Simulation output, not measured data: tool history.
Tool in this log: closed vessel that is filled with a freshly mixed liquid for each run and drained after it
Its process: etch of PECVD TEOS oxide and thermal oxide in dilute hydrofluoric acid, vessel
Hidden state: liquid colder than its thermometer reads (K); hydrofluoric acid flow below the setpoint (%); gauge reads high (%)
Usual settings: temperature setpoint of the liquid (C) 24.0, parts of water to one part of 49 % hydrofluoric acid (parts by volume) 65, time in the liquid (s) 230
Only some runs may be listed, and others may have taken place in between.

run,hour,temperature setpoint of the liquid (C),parts of water to one part of 49 % hydrofluoric acid (parts by volume),time in the liquid (s),wafers since the last listed run,hours since the thermometer was replaced,hours since the hydrofluoric acid flow meter was replaced,hours since the gauge calibration,"read-back film thickness of the PECVD TEOS oxide reference wafer, read on the same gauge (nm)","read-back film thickness of the thermal oxide reference wafer, read on the same gauge (nm)",thickness taken off the PECVD TEOS oxide on a monitor wafer (nm),thickness taken off the thermal oxide on a monitor wafer (nm)
1,0.0,24.0,65,230,0,1557.6,610.7,306.2,109.97,30.00,42.94,15.14
2,32.5,24.0,65,230,2713,1590.1,643.2,338.7,109.96,30.02,43.24,15.12
3,45.6,24.0,65,230,1093,1603.2,656.3,351.8,110.01,29.98,42.81,15.10
4,71.9,22.5,65,230,2195,1629.5,682.6,378.1,109.99,30.01,40.09,13.98
5,84.8,22.5,65,230,1076,1642.4,695.5,391.0,110.00,29.99,39.99,14.00
6,107.4,22.5,65,230,1886,1665.0,718.1,413.6,110.00,29.97,39.94,13.89
7,124.4,24.0,65,230,1419,1682.0,735.1,430.6,110.04,30.02,42.53,14.88
8,137.4,24.0,65,230,1085,1695.0,748.1,443.6,109.98,29.98,42.25,14.82
9,172.0,24.0,65,230,2888,1729.6,782.7,478.2,109.97,30.03,42.32,14.91
# hour 193.3: hydrofluoric acid flow meter replaced
10,198.8,24.0,65,230,2153,1756.4,5.5,505.0,110.03,30.00,43.67,15.30
11,232.1,26.0,35,335,2779,1789.7,38.8,538.3,109.95,30.01,134.10,46.79
12,252.0,28.0,50,140,1661,1809.6,58.7,558.2,110.05,30.03,41.16,14.63
13,267.6,28.5,45,265,1302,1825.2,74.3,573.8,110.01,30.01,88.76,31.82
# hour 280.9: gauge calibrated
14,301.7,26.0,65,360,2846,1859.3,108.4,20.8,109.99,30.04,74.04,25.72
# hour 321.6: thermometer replaced
15,330.0,24.0,65,230,2278,8.4,136.7,49.1,110.02,29.99,47.58,16.86
16,360.9,20.0,65,140,2579,39.3,167.6,80.0,109.97,30.01,24.47,8.62
17,391.1,27.0,65,230,2521,69.5,197.8,110.2,109.97,29.99,53.56,18.85
18,425.0,27.5,50,230,2829,103.4,231.7,144.1,110.02,30.01,71.99,25.31
19,441.3,22.0,75,230,1360,119.7,248.0,160.4,110.00,29.99,37.10,13.04
20,468.1,24.0,65,230,2237,146.5,274.8,187.2,110.01,29.99,46.95,16.55
21,495.8,19.5,65,230,2312,174.2,302.5,214.9,109.96,30.01,38.80,13.71

Below are 4 alternative next runs, each starting from the tool's condition after run 21. Predict each:
A,496.5,24.0,65,345,58,174.9,303.2,215.6,?,?,?,?
B,496.5,20.5,65,115,58,174.9,303.2,215.6,?,?,?,?
C,496.5,28.5,65,305,58,174.9,303.2,215.6,?,?,?,?
D,496.5,24.0,65,130,58,174.9,303.2,215.6,?,?,?,?

run,"read-back film thickness of the PECVD TEOS oxide reference wafer, read on the same gauge (nm)","read-back film thickness of the thermal oxide reference wafer, read on the same gauge (nm)",thickness taken off the PECVD TEOS oxide on a monitor wafer (nm),thickness taken off the thermal oxide on a monitor wafer (nm)
A,110.04,30.02,70.46,24.70
B,110.04,30.02,20.32,7.12
C,110.04,30.02,74.58,26.15
D,110.04,30.02,26.55,9.31
What these runs would have given with no unlogged condition in the tool:
run,thickness taken off the PECVD TEOS oxide on a monitor wafer (nm),thickness taken off the thermal oxide on a monitor wafer (nm)
A,72.69,25.48
B,20.97,7.35
C,76.91,26.96
D,27.39,9.60
